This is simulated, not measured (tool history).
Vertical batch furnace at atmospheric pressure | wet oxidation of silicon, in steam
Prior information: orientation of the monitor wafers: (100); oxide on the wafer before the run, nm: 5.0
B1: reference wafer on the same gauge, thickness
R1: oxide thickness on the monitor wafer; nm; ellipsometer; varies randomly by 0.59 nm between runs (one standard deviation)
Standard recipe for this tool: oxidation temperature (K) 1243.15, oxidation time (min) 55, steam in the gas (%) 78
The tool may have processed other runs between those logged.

{"run": 1, "hour": 0.0, "oxidation temperature (K)": 1243.15, "oxidation time (min)": 62.5, "steam in the gas (%)": 78, "B1": 258.94, "R1": 263.05}
{"run": 2, "hour": 64.0, "oxidation temperature (K)": 1234.15, "oxidation time (min)": 55, "steam in the gas (%)": 78, "B1": 259.27, "R1": 219.81}
{"run": 3, "hour": 119.4, "oxidation temperature (K)": 1243.15, "oxidation time (min)": 55, "steam in the gas (%)": 83, "B1": 259.24, "R1": 250.56}
{"run": 4, "hour": 191.2, "oxidation temperature (K)": 1243.15, "oxidation time (min)": 55, "steam in the gas (%)": 78, "B1": 258.98, "R1": 238.07}
{"run": 5, "hour": 250.2, "oxidation temperature (K)": 1243.15, "oxidation time (min)": 55, "steam in the gas (%)": 78, "B1": 258.82, "R1": 237.19}
{"run": 6, "hour": 291.9, "oxidation temperature (K)": 1243.15, "oxidation time (min)": 55, "steam in the gas (%)": 78, "B1": 259.07, "R1": 239.06}
{"run": 7, "hour": 319.6, "oxidation temperature (K)": 1243.15, "oxidation time (min)": 55, "steam in the gas (%)": 78, "B1": 258.92, "R1": 238.34}
{"run": 8, "hour": 427.2, "oxidation temperature (K)": 1243.15, "oxidation time (min)": 55, "steam in the gas (%)": 78, "B1": 258.96, "R1": 237.81}
{"run": 9, "hour": 461.0, "oxidation temperature (K)": 1235.15, "oxidation time (min)": 55, "steam in the gas (%)": 87, "B1": 258.89, "R1": 239.31}
{"run": 10, "hour": 518.2, "oxidation temperature (K)": 1235.15, "oxidation time (min)": 55, "steam in the gas (%)": 87, "B1": 259.01, "R1": 241.03}
{"run": 11, "hour": 551.1, "oxidation temperature (K)": 1243.15, "oxidation time (min)": 74.5, "steam in the gas (%)": 78, "B1": 258.87, "R1": 298.84}
{"run": 12, "hour": 584.4, "oxidation temperature (K)": 1243.15, "oxidation time (min)": 74.5, "steam in the gas (%)": 78, "B1": 259.04, "R1": 298.42}
{"run": 13, "hour": 627.8, "oxidation temperature (K)": 1243.15, "oxidation time (min)": 55, "steam in the gas (%)": 78, "B1": 259.01, "R1": 238.57}
{"run": 14, "hour": 673.7, "oxidation temperature (K)": 1243.15, "oxidation time (min)": 55, "steam in the gas (%)": 78, "B1": 259.01, "R1": 238.47}
{"hour": 707.0, "done": "gauge calibrated"}
{"run": 15, "hour": 707.6, "oxidation temperature (K)": 1243.15, "oxidation time (min)": 55, "steam in the gas (%)": 78, "B1": 259.11, "R1": 236.96}
{"run": 16, "hour": 738.5, "oxidation temperature (K)": 1236.15, "oxidation time (min)": 55, "steam in the gas (%)": 78, "B1": 259.14, "R1": 223.28}
{"run": 17, "hour": 803.5, "oxidation temperature (K)": 1236.15, "oxidation time (min)": 55, "steam in the gas (%)": 78, "B1": 258.95, "R1": 222.99}
{"run": 18, "hour": 842.4, "oxidation temperature (K)": 1243.15, "oxidation time (min)": 55, "steam in the gas (%)": 78, "B1": 259.22, "R1": 238.28}

Run 19 comes next. What will it give?
{"hour": 902.1, "done": "steam generator serviced"}
{"run": 19, "hour": 902.6, "oxidation temperature (K)": 1234.15, "oxidation time (min)": 55, "steam in the gas (%)": 78, "B1": "?", "R1": "?"}

Run 19 gave B1 258.86, R1 229.79 nm.
Were there no unlogged condition in the tool, this run, its random variation unchanged, would have produced R1 219.58 nm.
